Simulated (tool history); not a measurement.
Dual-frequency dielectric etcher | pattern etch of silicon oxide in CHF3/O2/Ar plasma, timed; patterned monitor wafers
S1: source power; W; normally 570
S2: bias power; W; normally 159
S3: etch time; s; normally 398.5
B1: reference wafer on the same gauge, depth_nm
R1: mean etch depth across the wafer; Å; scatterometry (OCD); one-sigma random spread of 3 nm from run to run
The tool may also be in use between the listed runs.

| run | hour | S1 | S2 | S3 | B1 | R1 |
|---|---|---|---|---|---|---|
| 1 | 0 | 570 | 159 | 371.5 | 725.2 | 7177 |
|  | 104.5 | wet clean of the chamber |
| 2 | 105 | 570 | 159 | 371.5 | 724.5 | 7512 |
| 3 | 156.6 | 570 | 131 | 356.5 | 724.6 | 6754 |
| 4 | 253.8 | 600 | 171 | 398.5 | 725 | 8226 |
| 5 | 309.6 | 620 | 188 | 398.5 | 724.5 | 8495 |
| 6 | 358.6 | 570 | 159 | 398.5 | 726.2 | 7769 |
| 7 | 452.5 | 570 | 159 | 398.5 | 725.4 | 7716 |
| 8 | 524 | 570 | 159 | 398.5 | 724.7 | 7578 |
|  | 607.2 | wet clean of the chamber |
| 9 | 620.8 | 570 | 159 | 398.5 | 724.9 | 7894 |
|  | 686.8 | upper electrode replaced |
| 10 | 706.8 | 570 | 159 | 398.5 | 725.1 | 7831 |
| 11 | 765.9 | 570 | 159 | 398.5 | 725.3 | 7826 |
|  | 818 | bias power generator calibrated |
| 12 | 853.8 | 570 | 159 | 398.5 | 724.6 | 7703 |
| 13 | 943.1 | 570 | 159 | 398.5 | 724.7 | 7635 |
| 14 | 1050 | 570 | 159 | 371.5 | 724.8 | 7017 |
|  | 1094.7 | wet clean of the chamber |
| 15 | 1114.8 | 500 | 131 | 398.5 | 725.1 | 7225 |
| 16 | 1205 | 460 | 143 | 439.5 | 725.6 | 7914 |
|  | 1213.2 | source power generator calibrated |
| 17 | 1272.7 | 630 | 145 | 470.5 | 724.9 | 9287 |
| 18 | 1344 | 490 | 174 | 487 | 725.8 | 9226 |
| 19 | 1383.4 | 440 | 141 | 499.5 | 724.4 | 8579 |
|  | 1547.8 | wet clean of the chamber |
| 20 | 1627.5 | 570 | 159 | 398.5 | 725.4 | 7952 |
|  | 1652.4 | gauge calibrated |
| 21 | 1671.3 | 570 | 186 | 336 | 724.9 | 6988 |
| 22 | 1721.9 | 570 | 173 | 474.5 | 725.7 | 9620 |
|  | 1945.1 | wet clean of the chamber |
| 23 | 1945.6 | 680 | 159 | 364.5 | 725 | 7718 |
| 24 | 2005.8 | 570 | 186 | 398.5 | 725.5 | 8255 |
| 25 | 2088.5 | 570 | 159 | 398.5 | 725 | 7843 |
| 26 | 2194.8 | 510 | 159 | 364.5 | 725.9 | 6798 |

What if the next run were any one of these 5? Each begins from the tool's condition after run 26:
| A | 2195.3 | 570 | 122 | 398.5 | ? | ? |
| B | 2195.3 | 470 | 178 | 298.5 | ? | ? |
| C | 2195.3 | 700 | 159 | 279.5 | ? | ? |
| D | 2195.3 | 570 | 196 | 398.5 | ? | ? |
| E | 2195.3 | 570 | 159 | 453 | ? | ? |

| run | B1 | R1 |
|---|---|---|
| A | 724.9 | 7202 |
| B | 724.9 | 5631 |
| C | 724.9 | 5830 |
| D | 724.9 | 8248 |
| E | 724.9 | 8810 |
The same runs, with their run-to-run variation unchanged, on a tool lacking any hidden condition would have given:
| run | R1 |
|---|---|
| A | 7428 |
| B | 5808 |
| C | 6013 |
| D | 8507 |
| E | 9087 |
